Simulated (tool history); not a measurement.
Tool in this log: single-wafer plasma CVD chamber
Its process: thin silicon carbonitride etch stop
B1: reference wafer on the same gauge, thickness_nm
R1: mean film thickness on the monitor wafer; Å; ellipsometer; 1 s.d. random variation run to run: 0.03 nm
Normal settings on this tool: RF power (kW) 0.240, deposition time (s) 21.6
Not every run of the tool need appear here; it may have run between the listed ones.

Run 1, hour 0.0: usual settings; B1 14.506. Result: R1 135.65 Å.
Run 2, hour 8.0: usual settings; B1 14.513. Result: R1 136.05 Å.
Run 3, hour 21.1: usual settings; B1 14.499. Result: R1 135.46 Å.
Run 4, hour 38.4: usual settings; B1 14.501. Result: R1 135.38 Å.
Run 5, hour 53.2: usual settings; B1 14.503. Result: R1 135.51 Å.
Run 6, hour 68.1: usual settings; B1 14.505. Result: R1 135.13 Å.
Run 7, hour 77.5: usual settings; B1 14.497. Result: R1 135.30 Å.
Run 8, hour 92.0: usual settings; B1 14.509. Result: R1 135.18 Å.
Run 9, hour 139.1: usual settings; B1 14.496. Result: R1 134.89 Å.
Run 10, hour 149.5: usual settings but RF power (kW) 0.255, deposition time (s) 18.3; B1 14.499. Result: R1 117.63 Å.
Run 11, hour 157.6: usual settings but RF power (kW) 0.255, deposition time (s) 18.3; B1 14.503. Result: R1 117.67 Å.
Run 12, hour 166.3: usual settings but RF power (kW) 0.255, deposition time (s) 18.3; B1 14.492. Result: R1 117.63 Å.
Run 13, hour 179.5: usual settings but RF power (kW) 0.260, deposition time (s) 20.5; B1 14.501. Result: R1 132.87 Å.
Run 14, hour 194.0: usual settings but RF power (kW) 0.260, deposition time (s) 20.5; B1 14.499. Result: R1 133.24 Å.
Run 15, hour 211.6: usual settings but RF power (kW) 0.200, deposition time (s) 17.3; B1 14.499. Result: R1 97.02 Å.
Run 16, hour 222.1: usual settings; B1 14.513. Result: R1 134.62 Å.
Run 17, hour 231.8: usual settings but RF power (kW) 0.220, deposition time (s) 19.8; B1 14.497. Result: R1 117.55 Å.
At hour 243.3: gauge calibrated.
At hour 249.3: thermocouple changed; heater temperature recalibrated.
Run 18, hour 249.8: usual settings but RF power (kW) 0.255, deposition time (s) 22.8; B1 14.491. Result: R1 146.09 Å.
Run 19, hour 266.0: usual settings but deposition time (s) 25.5; B1 14.497. Result: R1 158.36 Å.
At hour 283.2: RF generator calibrated.
Run 20, hour 283.7: usual settings but deposition time (s) 23.5; B1 14.505. Result: R1 142.65 Å.
Run 21, hour 300.2: usual settings; B1 14.503. Result: R1 131.83 Å.
Run 22, hour 311.2: usual settings but RF power (kW) 0.280; B1 14.502. Result: R1 141.69 Å.
At hour 334.3: showerhead replaced.
At hour 335.9: RF generator calibrated, repeated, since the last time left the tool worse.
Run 23, hour 336.4: usual settings but RF power (kW) 0.270, deposition time (s) 19.5; B1 14.503. Result: R1 133.42 Å.
Run 24, hour 337.5: usual settings but RF power (kW) 0.260; B1 14.490. Result: R1 145.15 Å.
Run 25, hour 354.4: usual settings but RF power (kW) 0.265; B1 14.500. Result: R1 146.43 Å.
Run 26, hour 365.3: usual settings but RF power (kW) 0.275, deposition time (s) 17.3; B1 14.495. Result: R1 119.10 Å.
Run 27, hour 381.5: usual settings but deposition time (s) 25.4; B1 14.503. Result: R1 163.73 Å.
Run 28, hour 393.5: usual settings but deposition time (s) 23.7; B1 14.500. Result: R1 153.00 Å.
Run 29, hour 424.4: usual settings; B1 14.501. Result: R1 139.38 Å.

Below are 3 alternative next runs, each starting from the tool's condition after run 29. Predict each:
Run A, hour 424.8: usual settings but RF power (kW) 0.210; B1 ?. Result: R1 ?.
Run B, hour 424.8: usual settings but deposition time (s) 18.0; B1 ?. Result: R1 ?.
Run C, hour 424.8: usual settings but RF power (kW) 0.205, deposition time (s) 19.1; B1 ?. Result: R1 ?.

run      B1      R1
  A  14.506  129.92
  B  14.506  116.31
  C  14.506  113.31
Without the tool's hidden state the same runs would have given:
run      R1
  A  129.93
  B  116.32
  C  113.32
